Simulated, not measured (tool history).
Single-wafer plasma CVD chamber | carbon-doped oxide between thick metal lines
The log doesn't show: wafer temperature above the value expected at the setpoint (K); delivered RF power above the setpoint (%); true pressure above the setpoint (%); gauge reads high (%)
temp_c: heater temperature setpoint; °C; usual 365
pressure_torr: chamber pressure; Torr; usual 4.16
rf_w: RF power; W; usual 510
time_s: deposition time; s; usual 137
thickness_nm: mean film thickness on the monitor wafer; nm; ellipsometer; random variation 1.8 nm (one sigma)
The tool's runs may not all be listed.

run	hour	temp_c	pressure_torr	rf_w	time_s	wafers since the last listed run	hours since the last thermocouple change	hours since the last RF generator calibration	hours since the last manometer calibration	hours since the showerhead was replaced	hours since the gauge calibration	read-back reference wafer on the same gauge, thickness_nm	thickness_nm
1	0	361	4.16	510	137	0	2694	656.5	1510.5	3885	198	713.025	726.255
2	35.4	361	4.16	510	137	520	2729.4	691.9	1545.9	3920.4	233.4	713.135	724.144
3	65.7	361	4.16	510	137	445	2759.7	722.2	1576.2	3950.7	263.7	712.844	720.677
4	113.7	365	4.42	510	137	705	2807.7	770.2	1624.2	3998.7	311.7	713.291	722.025
5	211.5	365	4.42	510	137	1437	2905.5	868	1722	4096.5	409.5	712.188	722.485
6	242.3	365	4.42	510	137	452	2936.3	898.8	1752.8	4127.3	440.3	713.325	723.455
7	265.3	365	4.16	510	137	338	2959.3	921.8	1775.8	4150.3	463.3	713.119	714.553
# hour 286.7: capacitance manometer re-zeroed and calibrated
8	287.2	365	4.16	510	137	204	2981.2	943.7	0.5	4172.2	485.2	713.149	713.686
9	298.3	365	4.16	510	148	163	2992.3	954.8	11.6	4183.3	496.3	712.934	772.804
10	322.5	365	3.45	510	123	355	3016.5	979	35.8	4207.5	520.5	712.719	620.341
11	334.5	370	3.35	485	137	176	3028.5	991	47.8	4219.5	532.5	712.883	661.679
# hour 348: showerhead replaced
12	358.7	365	3.82	510	114	238	3052.7	1015.2	72	10.7	556.7	713.019	587.802
# hour 382.9: thermocouple changed; heater temperature recalibrated
13	383.4	351	5.17	550	148	245	0.5	1039.9	96.7	35.4	581.4	712.825	867.735
# hour 412.7: RF generator calibrated
14	413.2	373	4.77	560	117	320	30.3	0.5	126.5	65.2	611.2	713.31	658.848
15	427.6	365	4.16	460	137	211	44.7	14.9	140.9	79.6	625.6	712.717	678.255
16	456.3	379	3.28	470	112	421	73.4	43.6	169.6	108.3	654.3	713.464	527.882
17	469.3	356	4.53	510	137	191	86.4	56.6	182.6	121.3	667.3	712.509	747.332
# hour 484.6: gauge calibrated
18	493.1	365	4.16	445	159	349	110.2	80.4	206.4	145.1	8.5	712.544	767.494

The next listed run, before its measurement:
19	509.9	373	4.16	510	137	246	127	97.2	223.2	161.9	25.3	?	?

read-back reference wafer on the same gauge, thickness_nm: 712.751
thickness_nm: 712.161 nm
Without the tool's hidden state the same run would have given thickness_nm 714.394 nm.
